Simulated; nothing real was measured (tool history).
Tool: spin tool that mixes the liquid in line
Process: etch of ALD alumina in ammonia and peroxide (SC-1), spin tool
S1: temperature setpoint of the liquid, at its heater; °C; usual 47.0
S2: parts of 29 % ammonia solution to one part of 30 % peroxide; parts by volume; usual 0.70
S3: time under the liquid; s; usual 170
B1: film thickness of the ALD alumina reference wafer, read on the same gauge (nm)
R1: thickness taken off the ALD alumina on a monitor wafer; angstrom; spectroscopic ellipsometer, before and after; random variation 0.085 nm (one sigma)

run,hour,S1,S2,S3,B1,R1
1,0.0,52.5,0.70,170,70.03,109.5
# hour 17.2: gauge calibrated
2,77.6,52.5,0.70,170,70.03,110.3
# hour 153.4: thermometer replaced
3,153.9,52.5,0.70,170,70.01,110.8
4,234.5,47.0,0.70,170,70.01,80.3
5,303.4,53.5,0.70,120,70.01,81.7
6,349.4,38.0,0.70,215,70.01,59.0
7,385.6,50.0,1.00,170,70.01,97.7
# hour 431.5: heated supply line repaired
8,435.6,53.0,0.60,225,69.99,135.7
9,532.6,47.0,0.85,85,70.00,36.5
# hour 566.7: ammonia flow meter replaced
# hour 568.4: new drum of ammonia solution connected
10,622.1,53.0,0.70,215,70.01,126.9
11,689.8,47.0,0.55,170,69.96,69.6
12,963.6,47.0,0.45,85,70.01,33.4
# hour 983.1: heated supply line repaired, repeated, since the last time left the tool worse
13,1003.7,47.0,0.90,170,69.98,91.4
14,1073.8,56.0,0.70,170,70.01,142.7
15,1177.1,47.0,0.70,170,70.00,89.2
16,1266.7,42.5,1.00,170,70.00,69.5
17,1327.5,47.0,0.70,170,69.99,87.9
# hour 1336.7: new drum of ammonia solution connected
18,1378.9,47.0,0.85,170,69.99,87.0
# hour 1402.5: thermometer replaced
19,1453.1,53.0,1.00,270,69.99,196.2
20,1493.3,47.0,0.70,170,69.99,84.4
21,1551.2,47.0,0.40,170,70.01,80.4
22,1640.5,47.0,0.70,170,70.03,84.3
# hour 1659.7: ammonia flow meter replaced
23,1678.6,47.0,0.70,170,70.01,85.2
24,1773.8,39.5,0.95,130,70.00,43.0

Hidden state or all else? Some run-to-run changes of R1, split into what the settings, what came in and random variation would give without the hidden state, and what is left for the hidden state (with any gauge scatter that isn't in both results):
The hidden state here: liquid hotter than its thermometer reads (K); ammonia flow above the setpoint (%); temperature lost on the way to the wafer (K); ammonia solution weaker than its label (%); gauge reads high (%).
Run 8 -> 9: S1 53.0 -> 47.0, S2 0.60 -> 0.85, S3 225 -> 85. R1 -99.2 angstrom: hidden state +21.2, all else -120.4.
Run 9 -> 10: S1 47.0 -> 53.0, S2 0.85 -> 0.70, S3 85 -> 215, ammonia flow meter replaced, new drum of ammonia solution connected. R1 +90.4 angstrom: hidden state -21.2, all else +111.6.
Run 18 -> 19: S1 47.0 -> 53.0, S2 0.85 -> 1.00, S3 170 -> 270, thermometer replaced. R1 +109.2 angstrom: hidden state -5.0, all else +114.2.
Run 19 -> 20: S1 53.0 -> 47.0, S2 1.00 -> 0.70, S3 270 -> 170. R1 -111.8 angstrom: hidden state +4.3, all else -116.1.

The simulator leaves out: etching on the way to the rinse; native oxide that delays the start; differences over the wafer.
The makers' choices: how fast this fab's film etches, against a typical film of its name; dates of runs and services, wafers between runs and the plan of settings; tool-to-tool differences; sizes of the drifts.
